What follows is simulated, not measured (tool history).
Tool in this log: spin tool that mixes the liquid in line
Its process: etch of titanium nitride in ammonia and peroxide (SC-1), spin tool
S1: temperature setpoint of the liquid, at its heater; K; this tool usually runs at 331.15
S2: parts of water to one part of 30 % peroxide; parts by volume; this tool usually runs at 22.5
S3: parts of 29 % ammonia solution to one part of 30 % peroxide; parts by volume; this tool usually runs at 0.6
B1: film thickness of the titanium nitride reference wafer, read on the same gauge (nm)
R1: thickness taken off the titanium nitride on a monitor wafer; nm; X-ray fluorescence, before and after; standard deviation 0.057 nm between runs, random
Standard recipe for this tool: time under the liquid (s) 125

{"run": 1, "hour": 0.0, "S1": 331.15, "S2": 22.5, "S3": 0.6, "time under the liquid (s)": 125, "B1": 100.01, "R1": 8.31}
{"hour": 2.1, "done": "new drum of ammonia solution connected"}
{"hour": 27.2, "done": "ammonia flow meter replaced"}
{"run": 2, "hour": 57.2, "S1": 331.15, "S2": 22.5, "S3": 0.6, "time under the liquid (s)": 125, "B1": 99.99, "R1": 8.15}
{"run": 3, "hour": 117.8, "S1": 331.15, "S2": 22.5, "S3": 0.6, "time under the liquid (s)": 125, "B1": 100, "R1": 8.26}
{"run": 4, "hour": 181.8, "S1": 331.15, "S2": 22.5, "S3": 0.6, "time under the liquid (s)": 125, "B1": 100, "R1": 8.22}
{"run": 5, "hour": 356.2, "S1": 331.15, "S2": 22.5, "S3": 0.6, "time under the liquid (s)": 125, "B1": 99.99, "R1": 8.26}
{"hour": 447.8, "done": "new drum of ammonia solution connected"}
{"run": 6, "hour": 454.1, "S1": 331.15, "S2": 22.5, "S3": 0.6, "time under the liquid (s)": 125, "B1": 99.99, "R1": 8.2}
{"run": 7, "hour": 495.0, "S1": 331.15, "S2": 22.5, "S3": 0.6, "time under the liquid (s)": 125, "B1": 100, "R1": 8.09}
{"hour": 522.5, "done": "heated supply line repaired"}
{"run": 8, "hour": 532.4, "S1": 331.15, "S2": 25.5, "S3": 0.6, "time under the liquid (s)": 125, "B1": 100, "R1": 8.15}
{"hour": 566.5, "done": "gauge calibrated"}
{"run": 9, "hour": 623.0, "S1": 331.15, "S2": 25.5, "S3": 0.6, "time under the liquid (s)": 125, "B1": 100.01, "R1": 8.02}
{"hour": 650.7, "done": "thermometer replaced"}
{"hour": 698.8, "done": "ammonia flow meter replaced"}
{"run": 10, "hour": 706.1, "S1": 331.15, "S2": 22.5, "S3": 0.6, "time under the liquid (s)": 125, "B1": 99.99, "R1": 8.66}
{"run": 11, "hour": 783.2, "S1": 331.15, "S2": 22.5, "S3": 0.6, "time under the liquid (s)": 125, "B1": 100, "R1": 8.55}
{"hour": 815.2, "done": "new drum of ammonia solution connected"}
{"run": 12, "hour": 842.5, "S1": 331.15, "S2": 22.5, "S3": 0.6, "time under the liquid (s)": 125, "B1": 99.99, "R1": 8.53}
{"run": 13, "hour": 921.3, "S1": 331.15, "S2": 18.5, "S3": 0.45, "time under the liquid (s)": 170, "B1": 100.01, "R1": 12.29}

Run 14 has not been measured yet. What should we expect?
{"run": 14, "hour": 1004.7, "S1": 331.15, "S2": 15, "S3": 0.4, "time under the liquid (s)": 125, "B1": "?", "R1": "?"}

Run 14 gave B1 99.99, R1 10.07 nm.
If the tool had no hidden condition, the same run with the same run-to-run variation would have returned R1 10.31 nm.

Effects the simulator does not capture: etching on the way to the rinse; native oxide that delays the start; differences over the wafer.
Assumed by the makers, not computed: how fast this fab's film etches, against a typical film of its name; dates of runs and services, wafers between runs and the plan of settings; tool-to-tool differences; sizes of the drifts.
